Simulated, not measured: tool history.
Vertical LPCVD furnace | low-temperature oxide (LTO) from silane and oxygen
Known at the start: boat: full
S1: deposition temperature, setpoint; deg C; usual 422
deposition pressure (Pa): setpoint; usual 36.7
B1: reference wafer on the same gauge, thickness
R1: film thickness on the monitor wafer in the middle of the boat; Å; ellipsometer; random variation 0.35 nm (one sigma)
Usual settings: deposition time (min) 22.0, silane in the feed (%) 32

Run 1, hour 0.0: usual settings; B1 267.06. Result: R1 2415.9 Å.
At hour 21.5: gauge calibrated.
Run 2, hour 42.2: usual settings; B1 266.95. Result: R1 2420.5 Å.
Run 3, hour 48.6: usual settings; B1 267.17. Result: R1 2417.8 Å.
Run 4, hour 59.4: usual settings; B1 267.01. Result: R1 2421.1 Å.
Run 5, hour 69.6: usual settings but deposition time (min) 19.0, silane in the feed (%) 34; B1 267.03. Result: R1 2267.3 Å.
At hour 107.0: pressure gauge zeroed.
Run 6, hour 110.0: usual settings; B1 266.98. Result: R1 2294.5 Å.
Run 7, hour 118.5: usual settings; B1 267.10. Result: R1 2300.0 Å.
At hour 159.3: silane flow controller replaced.
Run 8, hour 159.8: usual settings; B1 266.83. Result: R1 2302.8 Å.
Run 9, hour 163.7: usual settings; B1 267.05. Result: R1 2298.7 Å.
Run 10, hour 167.5: usual settings; B1 267.06. Result: R1 2298.0 Å.
Run 11, hour 175.9: usual settings but silane in the feed (%) 35; B1 266.87. Result: R1 2583.2 Å.
Run 12, hour 185.1: usual settings but silane in the feed (%) 35; B1 267.02. Result: R1 2584.2 Å.
Run 13, hour 193.9: usual settings but S1 427 deg C, deposition pressure (Pa) 34.0, deposition time (min) 27.5, silane in the feed (%) 35; B1 266.91. Result: R1 3158.7 Å.
Run 14, hour 206.7: usual settings; B1 266.90. Result: R1 2294.9 Å.
Run 15, hour 220.6: usual settings but S1 414 deg C; B1 266.91. Result: R1 2105.6 Å.
At hour 250.3: thermocouples replaced and temperature profile calibrated.
Run 16, hour 250.8: usual settings but S1 415 deg C, deposition pressure (Pa) 43.3, deposition time (min) 28.5, silane in the feed (%) 30; B1 267.00. Result: R1 2974.5 Å.
Run 17, hour 254.7: usual settings but S1 415 deg C, deposition pressure (Pa) 43.3, deposition time (min) 28.5, silane in the feed (%) 30; B1 267.04. Result: R1 2980.9 Å.
At hour 255.6: gauge calibrated.
Run 18, hour 258.7: usual settings but deposition pressure (Pa) 30.7, silane in the feed (%) 29; B1 266.95. Result: R1 1671.8 Å.
Run 19, hour 268.7: usual settings; B1 267.06. Result: R1 2295.7 Å.
Run 20, hour 282.6: usual settings but S1 429 deg C, silane in the feed (%) 28; B1 266.84. Result: R1 2052.2 Å.
Run 21, hour 290.8: usual settings but S1 430 deg C, deposition pressure (Pa) 28.7; B1 267.09. Result: R1 1946.3 Å.
Run 22, hour 302.7: usual settings; B1 267.04. Result: R1 2300.9 Å.
Run 23, hour 313.9: usual settings but silane in the feed (%) 28; B1 266.99. Result: R1 1905.4 Å.
Run 24, hour 322.4: usual settings but S1 415 deg C, deposition pressure (Pa) 31.3, deposition time (min) 14.5, silane in the feed (%) 36; B1 266.99. Result: R1 1396.9 Å.

The tool's hidden state at each run:
true tube temperature minus thermocouple reading, K: 0 in every run
deviation of the silane flow from its setpoint, %: 0 in every run
gauge reads high (%): 0 in every run
H1: true pressure minus gauge reading, mTorr
run     H1
  1   12.6
  2     13
  3     13
  4   13.1
  5   13.2
  6   -1.5
  7   -1.5
  8   -1.5
  9  -1.49
 10  -1.49
 11  -1.49
 12  -1.49
 13  -1.49
 14  -1.48
 15  -1.48
 16  -1.46
 17  -1.46
 18  -1.46
 19  -1.45
 20  -1.44
 21  -1.44
 22  -1.43
 23  -1.42
 24  -1.42
